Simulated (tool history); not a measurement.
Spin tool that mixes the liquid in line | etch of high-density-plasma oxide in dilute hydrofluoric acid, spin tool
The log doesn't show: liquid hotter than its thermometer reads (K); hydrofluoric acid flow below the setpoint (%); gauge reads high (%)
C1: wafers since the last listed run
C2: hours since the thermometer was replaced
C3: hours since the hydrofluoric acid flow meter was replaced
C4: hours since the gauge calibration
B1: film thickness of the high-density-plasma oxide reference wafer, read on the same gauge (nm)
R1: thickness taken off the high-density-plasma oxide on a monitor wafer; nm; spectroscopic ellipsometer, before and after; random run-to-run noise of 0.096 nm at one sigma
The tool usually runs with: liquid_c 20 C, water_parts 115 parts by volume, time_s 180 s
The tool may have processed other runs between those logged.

run 1 day=0 | liquid_c=20 water_parts=115 time_s=180 | C1=0 C2=2033.2 C3=1525.6 C4=403 | B1=39.98 | R1=11.22
run 2 day=0.842 | liquid_c=20 water_parts=115 time_s=180 | C1=162 C2=2053.4 C3=1545.8 C4=423.2 | B1=39.99 | R1=11.26
run 3 day=2.167 | liquid_c=20 water_parts=115 time_s=180 | C1=255 C2=2085.2 C3=1577.6 C4=455 | B1=40 | R1=11.32
run 4 day=2.667 | liquid_c=20 water_parts=115 time_s=180 | C1=96 C2=2097.2 C3=1589.6 C4=467 | B1=39.96 | R1=11.25
run 5 day=4.012 | liquid_c=20 water_parts=115 time_s=145 | C1=259 C2=2129.5 C3=1621.9 C4=499.3 | B1=39.99 | R1=9.03
run 6 day=5.333 | liquid_c=20 water_parts=115 time_s=145 | C1=254 C2=2161.2 C3=1653.6 C4=531 | B1=40.02 | R1=9.02
run 7 day=6.1 | liquid_c=20 water_parts=115 time_s=180 | C1=147 C2=2179.6 C3=1672 C4=549.4 | B1=40.03 | R1=11.13
-- day=6.288 thermometer replaced
-- day=6.367 gauge calibrated
run 8 day=7.4 | liquid_c=20 water_parts=115 time_s=180 | C1=242 C2=26.7 C3=1703.2 C4=24.8 | B1=40 | R1=11.1
-- day=7.775 hydrofluoric acid flow meter replaced
run 9 day=8.817 | liquid_c=20 water_parts=115 time_s=180 | C1=264 C2=60.7 C3=25 C4=58.8 | B1=40.03 | R1=12.47
run 10 day=9.733 | liquid_c=20 water_parts=115 time_s=180 | C1=176 C2=82.7 C3=47 C4=80.8 | B1=40.04 | R1=12.65
run 11 day=10.312 | liquid_c=18 water_parts=140 time_s=235 | C1=111 C2=96.6 C3=60.9 C4=94.7 | B1=40.01 | R1=12.01
run 12 day=11.775 | liquid_c=17 water_parts=70 time_s=245 | C1=281 C2=131.7 C3=96 C4=129.8 | B1=39.98 | R1=26.2
run 13 day=12.696 | liquid_c=20 water_parts=115 time_s=245 | C1=177 C2=153.8 C3=118.1 C4=151.9 | B1=40.03 | R1=16.82
run 14 day=13.429 | liquid_c=20 water_parts=115 time_s=180 | C1=141 C2=171.4 C3=135.7 C4=169.5 | B1=40.02 | R1=12.48
run 15 day=14.412 | liquid_c=20 water_parts=115 time_s=180 | C1=189 C2=195 C3=159.3 C4=193.1 | B1=40.01 | R1=12.48
run 16 day=15.746 | liquid_c=20 water_parts=115 time_s=180 | C1=256 C2=227 C3=191.3 C4=225.1 | B1=39.99 | R1=12.49
run 17 day=16.862 | liquid_c=20 water_parts=115 time_s=125 | C1=215 C2=253.8 C3=218.1 C4=251.9 | B1=40.02 | R1=8.63
run 18 day=17.612 | liquid_c=20 water_parts=115 time_s=180 | C1=144 C2=271.8 C3=236.1 C4=269.9 | B1=40 | R1=12.16
run 19 day=18.588 | liquid_c=18.5 water_parts=85 time_s=180 | C1=187 C2=295.2 C3=259.5 C4=293.3 | B1=40.01 | R1=16.18
run 20 day=19.108 | liquid_c=17.5 water_parts=60 time_s=120 | C1=100 C2=307.7 C3=272 C4=305.8 | B1=39.99 | R1=15.37
run 21 day=20.525 | liquid_c=17 water_parts=85 time_s=85 | C1=272 C2=341.7 C3=306 C4=339.8 | B1=39.99 | R1=7.2

Here are 5 independent what-if runs from the current tool condition. What would each one return?
run A day=20.546 | liquid_c=20 water_parts=115 time_s=140 | C1=4 C2=342.2 C3=306.5 C4=340.3 | B1=? | R1=?
run B day=20.546 | liquid_c=24.5 water_parts=70 time_s=180 | C1=4 C2=342.2 C3=306.5 C4=340.3 | B1=? | R1=?
run C day=20.546 | liquid_c=21.5 water_parts=170 time_s=220 | C1=4 C2=342.2 C3=306.5 C4=340.3 | B1=? | R1=?
run D day=20.546 | liquid_c=18 water_parts=75 time_s=115 | C1=4 C2=342.2 C3=306.5 C4=340.3 | B1=? | R1=?
run E day=20.546 | liquid_c=18.5 water_parts=115 time_s=220 | C1=4 C2=342.2 C3=306.5 C4=340.3 | B1=? | R1=?

run=A B1=39.99 R1=9.59
run=B B1=39.99 R1=25.68
run=C B1=39.99 R1=10.18
run=D B1=39.99 R1=11.63
run=E B1=39.99 R1=14.18
What these runs would have given with no unlogged condition in the tool:
run=A R1=9.96
run=B R1=26.64
run=C R1=10.6
run=D R1=12.07
run=E R1=14.72
